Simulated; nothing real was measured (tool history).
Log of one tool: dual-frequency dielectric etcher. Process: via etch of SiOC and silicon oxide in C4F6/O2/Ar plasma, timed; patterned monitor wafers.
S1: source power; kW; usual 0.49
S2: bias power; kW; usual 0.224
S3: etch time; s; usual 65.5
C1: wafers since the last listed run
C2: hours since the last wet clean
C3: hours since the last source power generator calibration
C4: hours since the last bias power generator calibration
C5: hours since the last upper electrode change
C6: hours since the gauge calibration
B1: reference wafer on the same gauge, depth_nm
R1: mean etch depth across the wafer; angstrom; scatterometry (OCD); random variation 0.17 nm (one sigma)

{"run": 1, "hour": 0.0, "S1": 0.49, "S2": 0.255, "S3": 65.5, "C1": 0, "C2": 36.6, "C3": 1711.8, "C4": 2628.6, "C5": 4042, "C6": 284.5, "B1": 72.1, "R1": 911}
{"run": 2, "hour": 64.8, "S1": 0.49, "S2": 0.246, "S3": 65.5, "C1": 1146, "C2": 101.4, "C3": 1776.6, "C4": 2693.4, "C5": 4106.8, "C6": 349.3, "B1": 72.1, "R1": 904}
{"run": 3, "hour": 136.3, "S1": 0.49, "S2": 0.246, "S3": 65.5, "C1": 1264, "C2": 172.9, "C3": 1848.1, "C4": 2764.9, "C5": 4178.3, "C6": 420.8, "B1": 72.1, "R1": 906}
{"run": 4, "hour": 172.9, "S1": 0.49, "S2": 0.246, "S3": 65.5, "C1": 647, "C2": 209.5, "C3": 1884.7, "C4": 2801.5, "C5": 4214.9, "C6": 457.4, "B1": 72.1, "R1": 907}
{"hour": 213.2, "done": "gauge calibrated"}
{"run": 5, "hour": 226.6, "S1": 0.49, "S2": 0.224, "S3": 65.5, "C1": 950, "C2": 263.2, "C3": 1938.4, "C4": 2855.2, "C5": 4268.6, "C6": 13.4, "B1": 72.1, "R1": 882}
{"run": 6, "hour": 280.5, "S1": 0.49, "S2": 0.265, "S3": 58.5, "C1": 953, "C2": 317.1, "C3": 1992.3, "C4": 2909.1, "C5": 4322.5, "C6": 67.3, "B1": 72.1, "R1": 833}
{"run": 7, "hour": 342.7, "S1": 0.4, "S2": 0.224, "S3": 65.5, "C1": 1100, "C2": 379.3, "C3": 2054.5, "C4": 2971.3, "C5": 4384.7, "C6": 129.5, "B1": 72.1, "R1": 784}
{"hour": 380.3, "done": "source power generator calibrated"}
{"run": 8, "hour": 382.1, "S1": 0.49, "S2": 0.224, "S3": 65.5, "C1": 626, "C2": 418.7, "C3": 1.8, "C4": 3010.7, "C5": 4424.1, "C6": 168.9, "B1": 72.1, "R1": 865}
{"run": 9, "hour": 447.1, "S1": 0.6, "S2": 0.269, "S3": 81.5, "C1": 1149, "C2": 483.7, "C3": 66.8, "C4": 3075.7, "C5": 4489.1, "C6": 233.9, "B1": 72.1, "R1": 1274}
{"hour": 496.2, "done": "wet clean of the chamber"}
{"run": 10, "hour": 496.7, "S1": 0.49, "S2": 0.224, "S3": 65.5, "C1": 452, "C2": 0.5, "C3": 116.4, "C4": 3125.3, "C5": 4538.7, "C6": 283.5, "B1": 72.1, "R1": 853}
{"hour": 535.7, "done": "upper electrode replaced"}
{"run": 11, "hour": 545.5, "S1": 0.43, "S2": 0.224, "S3": 65.5, "C1": 438, "C2": 49.3, "C3": 165.2, "C4": 3174.1, "C5": 9.8, "C6": 332.3, "B1": 72.1, "R1": 794}
{"hour": 564.2, "done": "bias power generator calibrated"}
{"run": 12, "hour": 574.2, "S1": 0.37, "S2": 0.204, "S3": 57.5, "C1": 436, "C2": 78, "C3": 193.9, "C4": 10, "C5": 38.5, "C6": 361, "B1": 72.1, "R1": 618}
{"run": 13, "hour": 639.5, "S1": 0.49, "S2": 0.255, "S3": 65.5, "C1": 1155, "C2": 143.3, "C3": 259.2, "C4": 75.3, "C5": 103.8, "C6": 426.3, "B1": 72.1, "R1": 899}
{"hour": 662.3, "done": "gauge calibrated"}
{"run": 14, "hour": 690.1, "S1": 0.55, "S2": 0.27, "S3": 83, "C1": 895, "C2": 193.9, "C3": 309.8, "C4": 125.9, "C5": 154.4, "C6": 27.8, "B1": 72.1, "R1": 1231}
{"run": 15, "hour": 760.4, "S1": 0.38, "S2": 0.184, "S3": 84.5, "C1": 1243, "C2": 264.2, "C3": 380.1, "C4": 196.2, "C5": 224.7, "C6": 98.1, "B1": 72.1, "R1": 900}
{"run": 16, "hour": 808.5, "S1": 0.49, "S2": 0.224, "S3": 79.5, "C1": 850, "C2": 312.3, "C3": 428.2, "C4": 244.3, "C5": 272.8, "C6": 146.2, "B1": 72.1, "R1": 1050}
{"run": 17, "hour": 869.0, "S1": 0.49, "S2": 0.224, "S3": 57, "C1": 1070, "C2": 372.8, "C3": 488.7, "C4": 304.8, "C5": 333.3, "C6": 206.7, "B1": 72.1, "R1": 752}

Forecast each of these 3 alternatives for the next run:
{"run": "A", "hour": 869.4, "S1": 0.49, "S2": 0.207, "S3": 65.5, "C1": 7, "C2": 373.2, "C3": 489.1, "C4": 305.2, "C5": 333.7, "C6": 207.1, "B1": "?", "R1": "?"}
{"run": "B", "hour": 869.4, "S1": 0.4, "S2": 0.224, "S3": 80, "C1": 7, "C2": 373.2, "C3": 489.1, "C4": 305.2, "C5": 333.7, "C6": 207.1, "B1": "?", "R1": "?"}
{"run": "C", "hour": 869.4, "S1": 0.49, "S2": 0.224, "S3": 84, "C1": 7, "C2": 373.2, "C3": 489.1, "C4": 305.2, "C5": 333.7, "C6": 207.1, "B1": "?", "R1": "?"}

run=A B1=72.1 R1=844
run=B B1=72.1 R1=940
run=C B1=72.1 R1=1110
Without the tool's hidden state the same runs would have given:
run=A R1=834
run=B R1=929
run=C R1=1097

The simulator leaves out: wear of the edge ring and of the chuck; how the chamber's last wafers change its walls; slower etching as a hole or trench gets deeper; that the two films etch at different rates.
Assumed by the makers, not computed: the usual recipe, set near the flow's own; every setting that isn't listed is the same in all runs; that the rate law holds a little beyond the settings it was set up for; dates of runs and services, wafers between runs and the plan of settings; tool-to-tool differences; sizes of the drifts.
